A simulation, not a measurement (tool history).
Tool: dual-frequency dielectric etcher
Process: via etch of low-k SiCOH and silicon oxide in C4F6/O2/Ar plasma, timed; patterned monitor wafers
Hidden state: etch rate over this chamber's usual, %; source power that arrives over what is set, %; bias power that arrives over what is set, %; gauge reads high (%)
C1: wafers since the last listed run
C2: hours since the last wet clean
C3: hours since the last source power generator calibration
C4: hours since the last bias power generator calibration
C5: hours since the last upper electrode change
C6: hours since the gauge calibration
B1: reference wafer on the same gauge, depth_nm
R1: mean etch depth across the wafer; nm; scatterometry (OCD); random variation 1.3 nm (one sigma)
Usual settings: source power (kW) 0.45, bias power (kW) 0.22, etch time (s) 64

run 1 hour=0 | source_power_(kW)=0.37 bias_power_(kW)=0.22 etch_time_(s)=64 | C1=0 C2=34.9 C3=1947.7 C4=1618.1 C5=2480.5 C6=157.7 | B1=225.5 | R1=194.1
run 2 hour=77.2 | source_power_(kW)=0.45 bias_power_(kW)=0.22 etch_time_(s)=64 | C1=681 C2=112.1 C3=2024.9 C4=1695.3 C5=2557.7 C6=234.9 | B1=224.8 | R1=205.9
run 3 hour=179.9 | source_power_(kW)=0.45 bias_power_(kW)=0.22 etch_time_(s)=64 | C1=906 C2=214.8 C3=2127.6 C4=1798 C5=2660.4 C6=337.6 | B1=224.8 | R1=207.2
run 4 hour=311 | source_power_(kW)=0.45 bias_power_(kW)=0.22 etch_time_(s)=64 | C1=1157 C2=345.9 C3=2258.7 C4=1929.1 C5=2791.5 C6=468.7 | B1=225.1 | R1=208.9
-- hour=350.3 bias power generator calibrated
run 5 hour=413.7 | source_power_(kW)=0.45 bias_power_(kW)=0.22 etch_time_(s)=58 | C1=871 C2=448.6 C3=2361.4 C4=63.4 C5=2894.2 C6=571.4 | B1=225.1 | R1=191.5
-- hour=444 upper electrode replaced
-- hour=453 wet clean of the chamber
run 6 hour=490 | source_power_(kW)=0.45 bias_power_(kW)=0.22 etch_time_(s)=64 | C1=382 C2=37 C3=2437.7 C4=139.7 C5=46 C6=647.7 | B1=224.7 | R1=205.8
run 7 hour=544.2 | source_power_(kW)=0.45 bias_power_(kW)=0.22 etch_time_(s)=64 | C1=478 C2=91.2 C3=2491.9 C4=193.9 C5=100.2 C6=701.9 | B1=224.7 | R1=206.1
run 8 hour=618.2 | source_power_(kW)=0.55 bias_power_(kW)=0.192 etch_time_(s)=49 | C1=653 C2=165.2 C3=2565.9 C4=267.9 C5=174.2 C6=775.9 | B1=224.8 | R1=160.6
-- hour=675.2 source power generator calibrated
-- hour=677.5 gauge calibrated
run 9 hour=692.4 | source_power_(kW)=0.52 bias_power_(kW)=0.194 etch_time_(s)=81 | C1=619 C2=239.4 C3=17.2 C4=342.1 C5=248.4 C6=14.9 | B1=225.1 | R1=266.8
run 10 hour=779.4 | source_power_(kW)=0.45 bias_power_(kW)=0.204 etch_time_(s)=80 | C1=767 C2=326.4 C3=104.2 C4=429.1 C5=335.4 C6=101.9 | B1=225.3 | R1=255.7
run 11 hour=849.8 | source_power_(kW)=0.45 bias_power_(kW)=0.22 etch_time_(s)=57 | C1=621 C2=396.8 C3=174.6 C4=499.5 C5=405.8 C6=172.3 | B1=224.7 | R1=190.6
run 12 hour=917.9 | source_power_(kW)=0.55 bias_power_(kW)=0.235 etch_time_(s)=73 | C1=601 C2=464.9 C3=242.7 C4=567.6 C5=473.9 C6=240.4 | B1=225 | R1=260.2
-- hour=1009.2 wet clean of the chamber
run 13 hour=1009.7 | source_power_(kW)=0.45 bias_power_(kW)=0.22 etch_time_(s)=64 | C1=598 C2=0.5 C3=334.5 C4=659.4 C5=565.7 C6=332.2 | B1=224.7 | R1=202.2
run 14 hour=1078.2 | source_power_(kW)=0.38 bias_power_(kW)=0.187 etch_time_(s)=51 | C1=604 C2=69 C3=403 C4=727.9 C5=634.2 C6=400.7 | B1=225.3 | R1=152.3

The tool's hidden state at each run:
source power that arrives over what is set, %: 0 in every run
bias power that arrives over what is set, %: 0 in every run
gauge reads high (%): 0 in every run
H1: etch rate over this chamber's usual, %
run=1 H1=-0.312
run=2 H1=0.352
run=3 H1=1.23
run=4 H1=2.36
run=5 H1=3.24
run=6 H1=0.566
run=7 H1=1.03
run=8 H1=1.67
run=9 H1=2.31
run=10 H1=3.05
run=11 H1=3.66
run=12 H1=4.25
run=13 H1=-0.0108
run=14 H1=0.578
